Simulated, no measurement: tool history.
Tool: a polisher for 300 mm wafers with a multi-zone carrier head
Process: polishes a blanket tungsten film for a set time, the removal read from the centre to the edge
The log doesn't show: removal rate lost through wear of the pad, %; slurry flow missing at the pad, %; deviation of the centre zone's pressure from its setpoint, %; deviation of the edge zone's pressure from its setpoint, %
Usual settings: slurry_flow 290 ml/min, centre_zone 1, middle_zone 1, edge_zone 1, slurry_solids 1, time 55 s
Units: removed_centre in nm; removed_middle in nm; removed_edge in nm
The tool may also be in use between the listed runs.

run	hour	slurry_flow	centre_zone	middle_zone	edge_zone	slurry_solids	time	wafers since the last listed run	wafers polished on this pad	hours since the slurry nozzle was cleaned	hours since the centre zone pressure was calibrated	hours since the edge zone pressure was calibrated	hours since the carrier head's membrane was replaced	incoming thickness of the incoming film, nm	removed_centre	removed_middle	removed_edge
1	0	290	1	1	1	1	55	0	343	416.2	462.5	537.7	1275.3	1361.9	275.7	249.4	248.7
2	6.6	290	1	1	1	1	55	50	394	422.8	469.1	544.3	1281.9	1356.9	271.3	244.6	242.7
3	15.3	290	1	1	1	1	68	66	461	431.5	477.8	553	1290.6	1351.9	338.9	306.3	295.9
4	24.5	290	1	1	1	1	68	70	531	440.7	487	562.2	1299.8	1349.2	336.4	309.1	302.3
5	33.9	290	0.96	1	1	1	55	72	604	450.1	496.4	571.6	1309.2	1351.5	260.1	250.4	244.8
6	49.6	290	1	1	1	1	55	120	724	465.8	512.1	587.3	1324.9	1365	277.5	248.5	245.4
# hour 61.8: worn pad replaced by a new one
7	62.3	290	1	1	1	1	55	66	3	478.5	524.8	600	1337.6	1340.5	277.4	248.2	246.8
# hour 68.4: edge zone pressure recalibrated
8	71.8	290	1	1	1	1	55	57	61	488	534.3	3.4	1347.1	1350.4	276.4	243.6	241.8
9	79.3	290	0.95	1	1	1	55	57	119	495.5	541.8	10.9	1354.6	1354.2	261.1	246.7	244.7
# hour 86.7: carrier head's membrane replaced by a new one
10	87.2	290	1.04	1.06	1	0.9	39	22	141	503.4	549.7	18.8	0.5	1331.3	197.1	179.8	168.1
11	97.1	290	0.91	0.88	1.09	1	55	75	217	513.3	559.6	28.7	10.4	1373.4	247.6	224	257.2
# hour 116: slurry nozzle cleaned
12	141.5	290	1	1	1	1.25	41	333	550	25.5	604	73.1	54.8	1351.3	217.4	194.2	191.5
# hour 151.6: centre zone pressure recalibrated
13	158.3	260	1	1	0.93	0.9	38	113	664	42.3	6.7	89.9	71.6	1351.2	158.3	163	159.2
# hour 167.4: worn pad replaced by a new one
14	170	290	1	1	1	1	68	59	20	54	18.4	101.6	83.3	1349.5	298.1	309.3	302.9
15	178.9	290	1	1.05	1	1	55	68	88	62.9	27.3	110.5	92.2	1339.8	247.5	257.3	241.5
16	185.9	290	1	0.95	1.04	1	71	53	142	69.9	34.3	117.5	99.2	1368	319.4	309.6	324.7
17	197.3	355	1	1	1	1	55	87	229	81.3	45.7	128.9	110.6	1345.2	251.8	252.9	249.2
18	211.7	260	1	1	0.93	0.9	38	110	340	95.7	60.1	143.3	125	1326	164.8	163.2	158.4

The same runs without the tool's hidden state, with the same run-to-run variation:
run	removed_centre
1	250.4
2	246.2
3	306.9
4	304.1
5	234.6
6	249.7
7	248.9
8	247.5
9	233.4
10	176.1
11	220.4
12	192.1
13	160.7
14	301.7
15	250.1
16	322.2
17	253.4
18	165.3
removed_middle: within 0.2 nm of the measured result in every run.
removed_edge: as measured in every run.
